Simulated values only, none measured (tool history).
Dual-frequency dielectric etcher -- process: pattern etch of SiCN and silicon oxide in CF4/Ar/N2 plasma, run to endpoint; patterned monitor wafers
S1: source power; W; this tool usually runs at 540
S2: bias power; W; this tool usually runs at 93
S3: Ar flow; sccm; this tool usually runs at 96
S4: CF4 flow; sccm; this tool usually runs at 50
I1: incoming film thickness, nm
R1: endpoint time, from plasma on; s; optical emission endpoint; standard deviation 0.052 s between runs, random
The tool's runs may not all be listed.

run,hour,S1,S2,S3,S4,I1,R1
1,0,540,93,96,50,17.53,16.4
2,87.1,540,93,96,50,17.4,16.3
# hour 99: CF4 flow controller replaced
3,162.8,540,93,96,50,17.53,16.3
4,233.1,540,93,96,50,17.4,16.3
# hour 310.3: bias power generator calibrated
5,446,540,93,96,50,17.55,16.5
6,525.7,420,80,96,57,17.49,20.1
# hour 586.7: wet clean of the chamber
7,587.2,540,93,96,50,17.49,16.4
8,649.1,540,105,77,50,17.51,15.1
# hour 663.4: source power generator calibrated
9,754.5,540,84,96,38,17.46,18.5
10,828.3,540,93,96,50,17.62,16.4
11,931.5,540,93,96,50,17.41,16.3
12,1030.6,610,76,90,50,17.53,16.3
13,1118.3,450,93,108,41,17.49,20
14,1167.2,540,85,75,50,17.55,16.5
15,1211.5,540,93,112,50,17.56,16.9
16,1297.2,540,93,96,38,17.39,17.6
17,1353.1,540,93,83,50,17.49,16
# hour 1389.2: wet clean of the chamber
18,1418.2,460,110,83,50,17.56,16.9
19,1468.4,590,93,96,41,17.42,16.2
20,1510.6,540,87,113,46,17.55,17.8
21,1577.9,650,101,108,50,17.62,14.2
# hour 1589.4: CF4 flow controller replaced
22,1631.6,400,109,87,54,17.3,18.1
23,1687.7,540,93,96,50,17.67,16.5
24,1785,540,80,96,50,17.43,17.4
25,1878.1,540,93,111,50,17.51,16.7

Each row is a separate what-if for the run after 25, all from the same tool condition, not one after another. Results?
A,1878.5,500,93,96,50,17.48,?
B,1878.5,590,93,90,50,17.48,?
C,1878.5,410,105,73,39,17.48,?

run,R1
A,17.3
B,15.2
C,19.2
Had the tool no hidden state, the same runs would have come out as:
run,R1
A,17.3
B,15.2
C,19.2

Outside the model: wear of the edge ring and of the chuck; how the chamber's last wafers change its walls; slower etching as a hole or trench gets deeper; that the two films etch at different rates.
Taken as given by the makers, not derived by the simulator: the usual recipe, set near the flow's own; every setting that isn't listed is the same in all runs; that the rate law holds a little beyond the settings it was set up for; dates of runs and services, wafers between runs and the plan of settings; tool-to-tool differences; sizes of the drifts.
